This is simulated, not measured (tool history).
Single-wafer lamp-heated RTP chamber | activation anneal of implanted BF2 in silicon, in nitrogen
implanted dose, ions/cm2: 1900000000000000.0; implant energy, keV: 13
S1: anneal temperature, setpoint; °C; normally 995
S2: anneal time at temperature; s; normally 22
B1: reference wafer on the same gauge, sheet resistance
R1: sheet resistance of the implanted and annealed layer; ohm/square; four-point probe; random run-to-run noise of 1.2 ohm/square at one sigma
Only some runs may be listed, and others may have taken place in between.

run	hour	S1	S2	B1	R1
1	0.0	995	16	249.22	224.20
# hour 5.6: pyrometer window cleaned and pyrometer calibrated
# hour 25.1: gauge calibrated
2	71.3	995	16	249.60	223.80
3	160.0	1014	31	248.80	157.93
4	227.9	1014	31	249.22	157.00
5	290.5	1014	31	249.28	156.13
# hour 330.1: reflector plate cleaned
6	330.6	985	25	249.31	217.01
# hour 377.2: pyrometer window cleaned and pyrometer calibrated
7	377.7	985	25	248.64	217.89
8	427.2	985	25	249.52	218.91
9	468.5	995	22	249.11	202.35
# hour 482.1: reflector plate cleaned, repeated, since the last time left the tool worse
10	533.4	995	22	249.06	214.17
11	602.1	977	26	249.06	246.10
# hour 669.2: pyrometer window cleaned and pyrometer calibrated
12	669.7	1007	12	248.38	218.44
13	726.2	1014	15	249.31	193.26
14	775.5	1008	16	248.98	203.57
15	803.1	976	13	248.59	276.21
16	858.4	995	22	249.30	212.24
# hour 862.2: gauge calibrated
17	902.7	1011	35	248.89	161.44
# hour 952.1: pyrometer window cleaned and pyrometer calibrated
18	958.6	995	17	249.34	224.08
19	991.4	983	29	249.46	225.66
20	1030.7	1020	14	248.86	186.79
21	1099.7	995	22	249.06	212.38

Predict each of these 5 candidate next runs independently; none follows another, all start after run 21:
A	1100.1	995	32	?	?
B	1100.1	974	12	?	?
C	1100.1	976	28	?	?
D	1100.1	966	32	?	?
E	1100.1	1022	29	?	?

run	B1	R1
A	248.27	194.17
B	248.27	283.43
C	248.27	243.97
D	248.27	262.49
E	248.27	151.12
With the hidden condition removed and each run's random variation left untouched, the same runs would have given:
run	R1
A	196.03
B	285.38
C	246.07
D	264.74
E	152.32
